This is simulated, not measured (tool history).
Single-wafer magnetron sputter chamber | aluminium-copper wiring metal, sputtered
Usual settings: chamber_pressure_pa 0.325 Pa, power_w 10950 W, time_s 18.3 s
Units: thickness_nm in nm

| run | hour | chamber_pressure_pa | power_w | time_s | wafers since the last listed run | wafers on the sputter target | hours since the last manometer calibration | hours since the magnet pack was replaced | hours since the gauge calibration | read-back reference wafer on the same gauge, thickness_nm | thickness_nm |
|---|---|---|---|---|---|---|---|---|---|---|---|
| 1 | 0.0 | 0.325 | 10950 | 18.3 | 0 | 4152 | 894.1 | 6280.7 | 1509.5 | 330.422 | 380.576 |
| 2 | 97.4 | 0.325 | 10950 | 18.3 | 2053 | 6206 | 991.5 | 6378.1 | 1606.9 | 331.297 | 374.544 |
| 3 | 197.8 | 0.325 | 10950 | 18.3 | 2117 | 8323 | 1091.9 | 6478.5 | 1707.3 | 331.162 | 369.929 |
| 4 | 239.2 | 0.325 | 10950 | 18.3 | 872 | 9196 | 1133.3 | 6519.9 | 1748.7 | 331.212 | 366.500 |
|  | 284.8 | sputter target and shields replaced |
| 5 | 289.1 | 0.325 | 13150 | 18.3 | 883 | 91 | 1183.2 | 6569.8 | 1798.6 | 331.308 | 439.752 |
| 6 | 330.4 | 0.325 | 10950 | 18.3 | 870 | 962 | 1224.5 | 6611.1 | 1839.9 | 330.699 | 382.599 |
| 7 | 601.4 | 0.325 | 10950 | 18.3 | 5714 | 6676 | 1495.5 | 6882.1 | 2110.9 | 330.626 | 378.879 |
|  | 702.4 | sputter target and shields replaced |
|  | 763.1 | magnet pack replaced |
|  | 789.7 | gauge calibrated |
| 8 | 869.5 | 0.325 | 10950 | 18.3 | 5315 | 3354 | 1763.6 | 106.4 | 79.8 | 330.875 | 381.781 |
| 9 | 959.8 | 0.325 | 10950 | 18.3 | 1904 | 5258 | 1853.9 | 196.7 | 170.1 | 331.233 | 379.117 |
| 10 | 1055.3 | 0.325 | 10950 | 18.3 | 2013 | 7272 | 1949.4 | 292.2 | 265.6 | 331.123 | 372.048 |
| 11 | 1108.4 | 0.238 | 12850 | 18.3 | 1119 | 8392 | 2002.5 | 345.3 | 318.7 | 331.279 | 434.932 |
|  | 1123.6 | sputter target and shields replaced |
| 12 | 1162.5 | 0.325 | 10950 | 18.3 | 972 | 819 | 2056.6 | 399.4 | 372.8 | 331.104 | 386.126 |
| 13 | 1268.3 | 0.325 | 12250 | 18.3 | 2230 | 3050 | 2162.4 | 505.2 | 478.6 | 330.892 | 419.329 |
| 14 | 1359.8 | 0.325 | 10950 | 17.4 | 1929 | 4980 | 2253.9 | 596.7 | 570.1 | 331.512 | 363.040 |
| 15 | 1428.3 | 0.325 | 10950 | 17.4 | 1444 | 6424 | 2322.4 | 665.2 | 638.6 | 330.949 | 361.829 |
| 16 | 1467.2 | 0.325 | 10950 | 21.5 | 820 | 7244 | 2361.3 | 704.1 | 677.5 | 331.063 | 439.988 |
| 17 | 1509.4 | 0.408 | 13350 | 20.1 | 889 | 8134 | 2403.5 | 746.3 | 719.7 | 331.065 | 455.304 |
| 18 | 1579.3 | 0.325 | 12150 | 20.4 | 1473 | 9608 | 2473.4 | 816.2 | 789.6 | 330.768 | 444.363 |
|  | 1593.3 | sputter target and shields replaced |
| 19 | 1627.9 | 0.325 | 10950 | 17.4 | 856 | 730 | 2522.0 | 864.8 | 838.2 | 331.127 | 365.901 |
| 20 | 1701.9 | 0.370 | 10950 | 19.3 | 1560 | 2290 | 2596.0 | 938.8 | 912.2 | 331.292 | 399.622 |
| 21 | 1761.0 | 0.197 | 13100 | 18.3 | 1246 | 3537 | 2655.1 | 997.9 | 971.3 | 330.755 | 469.840 |
| 22 | 1830.2 | 0.220 | 12300 | 14.9 | 1459 | 4996 | 2724.3 | 1067.1 | 1040.5 | 330.861 | 353.289 |
|  | 1899.8 | capacitance manometer re-zeroed and calibrated |
| 23 | 1930.1 | 0.325 | 10950 | 18.3 | 1937 | 6934 | 30.3 | 1167.0 | 1140.4 | 331.169 | 365.403 |
| 24 | 1970.9 | 0.325 | 10950 | 18.3 | 860 | 7794 | 71.1 | 1207.8 | 1181.2 | 331.116 | 364.485 |
| 25 | 2035.6 | 0.280 | 10950 | 15.7 | 1364 | 9158 | 135.8 | 1272.5 | 1245.9 | 330.867 | 315.351 |
|  | 2069.1 | sputter target and shields replaced |
| 26 | 2122.4 | 0.382 | 10950 | 18.3 | 1661 | 1123 | 222.6 | 1359.3 | 1332.7 | 331.099 | 366.987 |
| 27 | 2202.1 | 0.325 | 10950 | 18.3 | 1680 | 2804 | 302.3 | 1439.0 | 1412.4 | 331.222 | 379.409 |
| 28 | 2240.8 | 0.219 | 11700 | 15.5 | 816 | 3620 | 341.0 | 1477.7 | 1451.1 | 331.427 | 356.463 |
| 29 | 2333.8 | 0.325 | 10950 | 18.3 | 1961 | 5581 | 434.0 | 1570.7 | 1544.1 | 330.707 | 373.715 |
| 30 | 2388.2 | 0.325 | 10950 | 18.3 | 1147 | 6728 | 488.4 | 1625.1 | 1598.5 | 331.760 | 370.318 |
| 31 | 2428.7 | 0.325 | 9900 | 18.3 | 853 | 7582 | 528.9 | 1665.6 | 1639.0 | 331.118 | 341.850 |

How the hidden state differs across the entries between the runs, from the last listed run before each to the first after it:
Between runs 4 and 5: sputter target and shields replaced (hour 284.8)
  deposition rate above that of a new target (%): -4.78 -> -0.137; true argon pressure above the setpoint (%): -10.8 -> -11
  measured less the result without the state, thickness_nm: -11.319 -> +7.694 nm
Between runs 7 and 8: sputter target and shields replaced (hour 702.4); magnet pack replaced (hour 763.1); gauge calibrated (hour 789.7)
  deposition rate above that of a new target (%): -2.53 -> -0.981; true argon pressure above the setpoint (%): -12.3 -> -13
  measured less the result without the state, thickness_nm: -1.685 -> +4.788 nm
Between runs 11 and 12: sputter target and shields replaced (hour 1123.6)
  deposition rate above that of a new target (%): -4.24 -> -0.0463; true argon pressure above the setpoint (%): -13.5 -> -13.6
  measured less the result without the state, thickness_nm: -11.440 -> +8.804 nm
Between runs 18 and 19: sputter target and shields replaced (hour 1593.3)
  deposition rate above that of a new target (%): -4.96 -> -0.428; true argon pressure above the setpoint (%): -14.2 -> -14.3
  measured less the result without the state, thickness_nm: -11.862 -> +7.367 nm
Between runs 22 and 23: capacitance manometer re-zeroed and calibrated (hour 1899.8)
  deposition rate above that of a new target (%): -1.74 -> -3.1; true argon pressure above the setpoint (%): -14.5 -> -0.218
  measured less the result without the state, thickness_nm: -0.098 -> -11.565 nm
Between runs 25 and 26: sputter target and shields replaced (hour 2069.1)
  deposition rate above that of a new target (%): -5.06 -> -0.303; true argon pressure above the setpoint (%): -1.93 -> -3.2
  measured less the result without the state, thickness_nm: -15.864 -> +1.225 nm
